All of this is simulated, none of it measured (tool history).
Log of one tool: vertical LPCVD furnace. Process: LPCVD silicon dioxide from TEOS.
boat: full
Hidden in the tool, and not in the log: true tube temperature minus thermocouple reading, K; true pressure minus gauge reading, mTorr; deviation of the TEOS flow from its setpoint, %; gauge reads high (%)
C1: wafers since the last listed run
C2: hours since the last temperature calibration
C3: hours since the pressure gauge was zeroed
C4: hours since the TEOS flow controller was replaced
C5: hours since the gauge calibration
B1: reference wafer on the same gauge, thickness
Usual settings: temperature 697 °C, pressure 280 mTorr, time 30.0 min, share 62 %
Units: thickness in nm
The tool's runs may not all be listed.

run 1 hour=0.0 | temperature=697 pressure=280 time=30.0 share=62 | C1=0 C2=3080.5 C3=3836.4 C4=5354.4 C5=107.6 | B1=187.73 | thickness=182.47
run 2 hour=14.7 | temperature=697 pressure=280 time=30.0 share=62 | C1=197 C2=3095.2 C3=3851.1 C4=5369.1 C5=122.3 | B1=188.00 | thickness=182.33
run 3 hour=91.0 | temperature=697 pressure=280 time=26.0 share=62 | C1=1023 C2=3171.5 C3=3927.4 C4=5445.4 C5=198.6 | B1=188.02 | thickness=158.34
run 4 hour=129.1 | temperature=697 pressure=280 time=30.0 share=62 | C1=510 C2=3209.6 C3=3965.5 C4=5483.5 C5=236.7 | B1=188.17 | thickness=182.34
run 5 hour=158.6 | temperature=697 pressure=280 time=30.0 share=62 | C1=395 C2=3239.1 C3=3995.0 C4=5513.0 C5=266.2 | B1=187.98 | thickness=181.71
run 6 hour=194.3 | temperature=697 pressure=280 time=30.0 share=62 | C1=478 C2=3274.8 C3=4030.7 C4=5548.7 C5=301.9 | B1=188.18 | thickness=183.18
-- hour=266.9 TEOS flow controller replaced
run 7 hour=283.5 | temperature=697 pressure=280 time=30.0 share=68 | C1=874 C2=3364.0 C3=4119.9 C4=16.6 C5=391.1 | B1=187.91 | thickness=191.43
run 8 hour=318.7 | temperature=697 pressure=280 time=30.0 share=68 | C1=472 C2=3399.2 C3=4155.1 C4=51.8 C5=426.3 | B1=188.02 | thickness=191.77
run 9 hour=349.7 | temperature=697 pressure=280 time=30.0 share=68 | C1=415 C2=3430.2 C3=4186.1 C4=82.8 C5=457.3 | B1=188.11 | thickness=191.11
-- hour=390.6 thermocouples replaced and temperature profile calibrated
run 10 hour=391.1 | temperature=697 pressure=280 time=30.0 share=62 | C1=233 C2=0.5 C3=4227.5 C4=124.2 C5=498.7 | B1=187.94 | thickness=182.95
run 11 hour=394.8 | temperature=697 pressure=280 time=30.0 share=57 | C1=49 C2=4.2 C3=4231.2 C4=127.9 C5=502.4 | B1=187.85 | thickness=175.21
run 12 hour=410.3 | temperature=688 pressure=280 time=30.0 share=69 | C1=207 C2=19.7 C3=4246.7 C4=143.4 C5=517.9 | B1=188.26 | thickness=155.71
run 13 hour=424.0 | temperature=697 pressure=280 time=39.0 share=62 | C1=183 C2=33.4 C3=4260.4 C4=157.1 C5=531.6 | B1=188.17 | thickness=238.08
run 14 hour=450.2 | temperature=697 pressure=280 time=39.0 share=62 | C1=351 C2=59.6 C3=4286.6 C4=183.3 C5=557.8 | B1=188.29 | thickness=238.20
run 15 hour=475.2 | temperature=708 pressure=280 time=20.5 share=62 | C1=335 C2=84.6 C3=4311.6 C4=208.3 C5=582.8 | B1=187.91 | thickness=161.81
run 16 hour=492.2 | temperature=708 pressure=210 time=30.0 share=62 | C1=227 C2=101.6 C3=4328.6 C4=225.3 C5=599.8 | B1=188.11 | thickness=203.93
run 17 hour=508.1 | temperature=697 pressure=280 time=30.0 share=68 | C1=213 C2=117.5 C3=4344.5 C4=241.2 C5=615.7 | B1=187.84 | thickness=191.84
run 18 hour=540.7 | temperature=693 pressure=280 time=37.0 share=62 | C1=437 C2=150.1 C3=4377.1 C4=273.8 C5=648.3 | B1=188.24 | thickness=205.34
run 19 hour=555.2 | temperature=697 pressure=280 time=30.0 share=62 | C1=194 C2=164.6 C3=4391.6 C4=288.3 C5=662.8 | B1=188.02 | thickness=183.00
-- hour=579.4 pressure gauge zeroed
run 20 hour=585.2 | temperature=690 pressure=345 time=24.5 share=62 | C1=80 C2=194.6 C3=5.8 C4=318.3 C5=692.8 | B1=188.20 | thickness=140.98
run 21 hour=605.7 | temperature=705 pressure=240 time=42.0 share=53 | C1=274 C2=215.1 C3=26.3 C4=338.8 C5=713.3 | B1=187.89 | thickness=264.04
-- hour=633.7 gauge calibrated
run 22 hour=636.4 | temperature=701 pressure=350 time=30.0 share=50 | C1=411 C2=245.8 C3=57.0 C4=369.5 C5=2.7 | B1=188.07 | thickness=202.50
run 23 hour=650.2 | temperature=705 pressure=280 time=22.0 share=71 | C1=185 C2=259.6 C3=70.8 C4=383.3 C5=16.5 | B1=188.10 | thickness=172.82
run 24 hour=682.9 | temperature=703 pressure=280 time=23.0 share=62 | C1=438 C2=292.3 C3=103.5 C4=416.0 C5=49.2 | B1=188.27 | thickness=160.44
run 25 hour=773.5 | temperature=697 pressure=280 time=30.0 share=69 | C1=1214 C2=382.9 C3=194.1 C4=506.6 C5=139.8 | B1=187.91 | thickness=193.39
run 26 hour=786.9 | temperature=697 pressure=255 time=30.0 share=62 | C1=179 C2=396.3 C3=207.5 C4=520.0 C5=153.2 | B1=188.10 | thickness=175.25
run 27 hour=812.6 | temperature=703 pressure=280 time=23.0 share=50 | C1=344 C2=422.0 C3=233.2 C4=545.7 C5=178.9 | B1=188.12 | thickness=144.37
run 28 hour=848.4 | temperature=700 pressure=250 time=30.0 share=62 | C1=480 C2=457.8 C3=269.0 C4=581.5 C5=214.7 | B1=187.92 | thickness=185.33

Forecast each of these 4 alternatives for the next run:
run A hour=852.1 | temperature=697 pressure=280 time=30.0 share=62 | C1=49 C2=461.5 C3=272.7 C4=585.2 C5=218.4 | B1=? | thickness=?
run B hour=852.1 | temperature=697 pressure=280 time=21.5 share=70 | C1=49 C2=461.5 C3=272.7 C4=585.2 C5=218.4 | B1=? | thickness=?
run C hour=852.1 | temperature=705 pressure=280 time=41.5 share=62 | C1=49 C2=461.5 C3=272.7 C4=585.2 C5=218.4 | B1=? | thickness=?
run D hour=852.1 | temperature=709 pressure=240 time=30.0 share=66 | C1=49 C2=461.5 C3=272.7 C4=585.2 C5=218.4 | B1=? | thickness=?

run=A B1=188.13 thickness=183.03
run=B B1=188.13 thickness=139.37
run=C B1=188.13 thickness=304.85
run=D B1=188.13 thickness=230.72
Without the tool's hidden state the same runs would have given:
run=A thickness=183.03
run=B thickness=139.37
run=C thickness=304.85
run=D thickness=230.72

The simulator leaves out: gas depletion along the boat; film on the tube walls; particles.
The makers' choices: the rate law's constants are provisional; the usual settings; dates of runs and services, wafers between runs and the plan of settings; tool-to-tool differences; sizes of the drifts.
